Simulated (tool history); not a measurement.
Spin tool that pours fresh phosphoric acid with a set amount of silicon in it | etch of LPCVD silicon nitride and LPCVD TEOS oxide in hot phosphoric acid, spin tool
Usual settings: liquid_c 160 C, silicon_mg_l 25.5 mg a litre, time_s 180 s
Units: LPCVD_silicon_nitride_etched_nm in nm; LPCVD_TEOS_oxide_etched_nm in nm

run    hour  liquid_c  silicon_mg_l  time_s  wafers since the last listed run  hours since the thermometer was replaced  hours since the dissolved silicon flow meter was replaced  hours since the heated supply line was repaired  hours since the gauge calibration  read-back film thickness of the LPCVD silicon nitride reference wafer, read on the same gauge (nm)  read-back film thickness of the LPCVD TEOS oxide reference wafer, read on the same gauge (nm)  LPCVD_silicon_nitride_etched_nm  LPCVD_TEOS_oxide_etched_nm
  1       0       162          25.5     180                                 0                                    2215.5                                                       50.8                                           1924.4                              640.7                                                                                               48.88                                                                                         29.339                            14.59                       0.452
  2    25.7       160          25.5     215                               137                                    2241.2                                                       76.5                                           1950.1                              666.4                                                                                               48.84                                                                                         29.266                             16.6                       0.472
  3    71.1       160          25.5     215                               243                                    2286.6                                                      121.9                                           1995.5                              711.8                                                                                                48.7                                                                                         29.232                            16.58                       0.425
  4   122.6       160          25.5     180                               275                                    2338.1                                                      173.4                                             2047                              763.3                                                                                               48.66                                                                                         29.172                            13.81                       0.342
  5   190.1       160          25.5     180                               361                                    2405.6                                                      240.9                                           2114.5                              830.8                                                                                               48.49                                                                                         29.099                            13.61                       0.347
  6   238.5     161.5           9.5     250                               259                                      2454                                                      289.3                                           2162.9                              879.2                                                                                               48.42                                                                                         29.059                            19.83                       0.888
  7     285       160          25.5     180                               249                                    2500.5                                                      335.8                                           2209.4                              925.7                                                                                               48.36                                                                                         28.989                            13.69                       0.341
  8   336.5     162.5           5.5     180                               275                                      2552                                                      387.3                                           2260.9                              977.2                                                                                               48.17                                                                                         28.911                            14.78                       0.678
      404.7  -- dissolved silicon flow meter replaced
  9   406.9       162          25.5     240                               371                                    2622.4                                                        2.2                                           2331.3                             1047.6                                                                                               48.07                                                                                         28.853                            19.32                       0.518
 10   437.1     157.5          25.5     270                               161                                    2652.6                                                       32.4                                           2361.5                             1077.8                                                                                               48.01                                                                                          28.82                            18.64                       0.387
      459.8  -- gauge calibrated
 11   486.6       163          42.5     285                               265                                    2702.1                                                       81.9                                             2411                               26.8                                                                                               49.62                                                                                         29.755                            24.85                         0.3
 12   517.8       160          16.5     135                               167                                    2733.3                                                      113.1                                           2442.2                                 58                                                                                               49.57                                                                                         29.759                            10.53                       0.376
      520.9  -- thermometer replaced
 13     571       160          25.5     180                               279                                      50.1                                                      166.3                                           2495.4                              111.2                                                                                               49.47                                                                                          29.66                            13.93                       0.385
      585.1  -- heated supply line repaired
 14   642.4     162.5           9.5      80                               377                                     121.5                                                      237.7                                             57.3                              182.6                                                                                               49.28                                                                                         29.555                             6.79                       0.338
 15   677.4       162          25.5     105                               187                                     156.5                                                      272.7                                             92.3                              217.6                                                                                               49.29                                                                                         29.528                             8.72                       0.227
 16   720.8       157          25.5     235                               232                                     199.9                                                      316.1                                            135.7                                261                                                                                               49.19                                                                                          29.45                            16.69                       0.375
 17   790.1       157          32.5      95                               371                                     269.2                                                      385.4                                              205                              330.3                                                                                               49.01                                                                                         29.428                             6.57                       0.136
      836.7  -- dissolved silicon flow meter replaced
 18   853.2       160          25.5     180                               332                                     332.3                                                       16.5                                            268.1                              393.4                                                                                               48.86                                                                                         29.293                            13.89                        0.36
 19   919.9       159            15     255                               357                                       399                                                       83.2                                            334.8                              460.1                                                                                               48.73                                                                                         29.238                            19.06                        0.66
 20   972.7       162            18     180                               282                                     451.8                                                        136                                            387.6                              512.9                                                                                               48.64                                                                                         29.176                            14.67                       0.583
 21  1029.5       162            18     180                               304                                     508.6                                                      192.8                                            444.4                              569.7                                                                                               48.53                                                                                         29.113                             14.7                       0.531
 22  1065.3       162             7     240                               191                                     544.4                                                      228.6                                            480.2                              605.5                                                                                               48.48                                                                                         29.084                            19.79                        0.97
 23    1114       160          25.5     180                               260                                     593.1                                                      277.3                                            528.9                              654.2                                                                                               48.38                                                                                         29.023                            13.75                       0.412

The same runs without the tool's hidden state, with the same run-to-run variation:
The hidden state here: liquid hotter than its thermometer reads (K); dissolved silicon flow below the setpoint (%); temperature lost on the way to the wafer (K); gauge reads high (%).
run  LPCVD_silicon_nitride_etched_nm  LPCVD_TEOS_oxide_etched_nm
  1                            14.93                       0.463
  2                               17                       0.483
  3                            17.01                       0.436
  4                             14.2                       0.352
  5                            14.04                       0.358
  6                            20.49                       0.918
  7                            14.17                       0.353
  8                            15.33                       0.703
  9                             20.1                       0.539
 10                            19.42                       0.404
 11                            25.05                       0.303
 12                            10.63                       0.379
 13                            14.08                       0.389
 14                             6.88                       0.343
 15                             8.85                       0.231
 16                            16.98                       0.382
 17                             6.71                       0.139
 18                            14.21                       0.369
 19                            19.55                       0.677
 20                            15.08                       0.599
 21                            15.14                       0.548
 22                            20.42                       1.001
 23                            14.22                       0.426
